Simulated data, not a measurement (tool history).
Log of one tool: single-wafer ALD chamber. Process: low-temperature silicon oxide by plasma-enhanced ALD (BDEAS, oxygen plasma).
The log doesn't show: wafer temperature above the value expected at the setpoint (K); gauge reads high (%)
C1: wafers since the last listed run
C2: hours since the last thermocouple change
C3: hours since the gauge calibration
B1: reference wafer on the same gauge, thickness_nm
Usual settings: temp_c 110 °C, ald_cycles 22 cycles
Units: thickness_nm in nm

run 1 hour=0 | temp_c=99 ald_cycles=22 | C1=0 C2=1880.9 C3=147.7 | B1=2.699 | thickness_nm=3.02
run 2 hour=24.5 | temp_c=99 ald_cycles=22 | C1=156 C2=1905.4 C3=172.2 | B1=2.699 | thickness_nm=3.034
run 3 hour=40 | temp_c=110 ald_cycles=22 | C1=98 C2=1920.9 C3=187.7 | B1=2.7 | thickness_nm=2.947
run 4 hour=60.5 | temp_c=110 ald_cycles=22 | C1=130 C2=1941.4 C3=208.2 | B1=2.7 | thickness_nm=2.941
run 5 hour=86.4 | temp_c=110 ald_cycles=22 | C1=165 C2=1967.3 C3=234.1 | B1=2.699 | thickness_nm=2.941
run 6 hour=160.5 | temp_c=113 ald_cycles=21 | C1=472 C2=2041.4 C3=308.2 | B1=2.701 | thickness_nm=2.808
run 7 hour=172.7 | temp_c=113 ald_cycles=21 | C1=77 C2=2053.6 C3=320.4 | B1=2.7 | thickness_nm=2.791
-- hour=182 gauge calibrated
run 8 hour=186.8 | temp_c=113 ald_cycles=21 | C1=89 C2=2067.7 C3=4.8 | B1=2.7 | thickness_nm=2.799
run 9 hour=218.2 | temp_c=110 ald_cycles=22 | C1=200 C2=2099.1 C3=36.2 | B1=2.7 | thickness_nm=2.953
run 10 hour=235.3 | temp_c=96 ald_cycles=20 | C1=109 C2=2116.2 C3=53.3 | B1=2.702 | thickness_nm=2.791
run 11 hour=262.6 | temp_c=110 ald_cycles=25 | C1=174 C2=2143.5 C3=80.6 | B1=2.701 | thickness_nm=3.344
run 12 hour=282.8 | temp_c=110 ald_cycles=22 | C1=128 C2=2163.7 C3=100.8 | B1=2.702 | thickness_nm=2.963
run 13 hour=303.2 | temp_c=114 ald_cycles=25 | C1=130 C2=2184.1 C3=121.2 | B1=2.7 | thickness_nm=3.331

Run 14 comes next. What will it give?
run 14 hour=335.1 | temp_c=96 ald_cycles=24 | C1=203 C2=2216 C3=153.1 | B1=? | thickness_nm=?

{"run 14": {"B1": 2.697, "thickness_nm": 3.343}}
Without the tool's hidden state the same run would have given thickness_nm 3.343 nm.
